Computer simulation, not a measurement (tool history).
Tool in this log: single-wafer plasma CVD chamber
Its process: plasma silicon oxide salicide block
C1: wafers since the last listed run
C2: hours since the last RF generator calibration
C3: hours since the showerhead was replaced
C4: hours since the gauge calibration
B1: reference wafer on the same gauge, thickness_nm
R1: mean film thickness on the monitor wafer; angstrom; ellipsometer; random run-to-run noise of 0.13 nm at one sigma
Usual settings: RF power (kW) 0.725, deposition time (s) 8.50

Run 1, hour 0.0: usual settings; C1 0; C2 992.6; C3 7666.7; C4 153.0; B1 106.421. Result: R1 875.39 angstrom.
Run 2, hour 24.7: usual settings; C1 840; C2 1017.3; C3 7691.4; C4 177.7; B1 106.425. Result: R1 874.64 angstrom.
Run 3, hour 51.2: usual settings; C1 901; C2 1043.8; C3 7717.9; C4 204.2; B1 106.425. Result: R1 878.26 angstrom.
Run 4, hour 65.9: usual settings but RF power (kW) 0.635; C1 500; C2 1058.5; C3 7732.6; C4 218.9; B1 106.387. Result: R1 855.22 angstrom.
Run 5, hour 86.2: usual settings but RF power (kW) 0.635; C1 690; C2 1078.8; C3 7752.9; C4 239.2; B1 106.391. Result: R1 854.16 angstrom.
Run 6, hour 113.4: usual settings but RF power (kW) 0.635; C1 925; C2 1106.0; C3 7780.1; C4 266.4; B1 106.387. Result: R1 855.82 angstrom.
Run 7, hour 142.6: usual settings but RF power (kW) 0.645; C1 993; C2 1135.2; C3 7809.3; C4 295.6; B1 106.403. Result: R1 856.80 angstrom.
Run 8, hour 161.1: usual settings but RF power (kW) 0.805, deposition time (s) 9.42; C1 629; C2 1153.7; C3 7827.8; C4 314.1; B1 106.399. Result: R1 987.99 angstrom.
At hour 186.3: gauge calibrated.
Run 9, hour 188.2: usual settings but RF power (kW) 0.805, deposition time (s) 9.42; C1 921; C2 1180.8; C3 7854.9; C4 1.9; B1 106.394. Result: R1 990.77 angstrom.
At hour 260.5: showerhead replaced.
Run 10, hour 277.9: usual settings but RF power (kW) 0.860, deposition time (s) 8.95; C1 2779; C2 1270.5; C3 17.4; C4 91.6; B1 106.343. Result: R1 955.47 angstrom.
At hour 301.5: RF generator calibrated.
Run 11, hour 302.0: usual settings but RF power (kW) 0.780, deposition time (s) 6.81; C1 547; C2 0.5; C3 41.5; C4 115.7; B1 106.341. Result: R1 723.16 angstrom.
Run 12, hour 319.2: usual settings but RF power (kW) 0.845, deposition time (s) 9.27; C1 585; C2 17.7; C3 58.7; C4 132.9; B1 106.381. Result: R1 999.62 angstrom.
Run 13, hour 344.1: usual settings; C1 847; C2 42.6; C3 83.6; C4 157.8; B1 106.388. Result: R1 888.66 angstrom.
Run 14, hour 373.1: usual settings but RF power (kW) 0.645, deposition time (s) 8.07; C1 986; C2 71.6; C3 112.6; C4 186.8; B1 106.362. Result: R1 821.53 angstrom.
Run 15, hour 405.3: usual settings; C1 1095; C2 103.8; C3 144.8; C4 219.0; B1 106.428. Result: R1 887.03 angstrom.
Run 16, hour 436.0: usual settings but RF power (kW) 0.870, deposition time (s) 8.04; C1 1044; C2 134.5; C3 175.5; C4 249.7; B1 106.360. Result: R1 870.33 angstrom.
Run 17, hour 459.0: usual settings but RF power (kW) 0.680, deposition time (s) 7.17; C1 782; C2 157.5; C3 198.5; C4 272.7; B1 106.374. Result: R1 738.09 angstrom.
Run 18, hour 487.8: usual settings but RF power (kW) 0.610; C1 979; C2 186.3; C3 227.3; C4 301.5; B1 106.378. Result: R1 856.58 angstrom.
Run 19, hour 565.8: usual settings; C1 2653; C2 264.3; C3 305.3; C4 379.5; B1 106.389. Result: R1 880.77 angstrom.

State the hidden condition of the tool at each of the runs:
gauge reads high (%): 0, the same for each run
H1: delivered RF power above the setpoint (%)
run      H1
  1   -8.07
  2   -8.11
  3   -8.15
  4   -8.17
  5    -8.2
  6   -8.24
  7   -8.27
  8    -8.3
  9   -8.33
 10   -8.41
 11  -0.553
 12  -0.877
 13   -1.32
 14   -1.81
 15   -2.31
 16   -2.75
 17   -3.06
 18   -3.42
 19   -4.29

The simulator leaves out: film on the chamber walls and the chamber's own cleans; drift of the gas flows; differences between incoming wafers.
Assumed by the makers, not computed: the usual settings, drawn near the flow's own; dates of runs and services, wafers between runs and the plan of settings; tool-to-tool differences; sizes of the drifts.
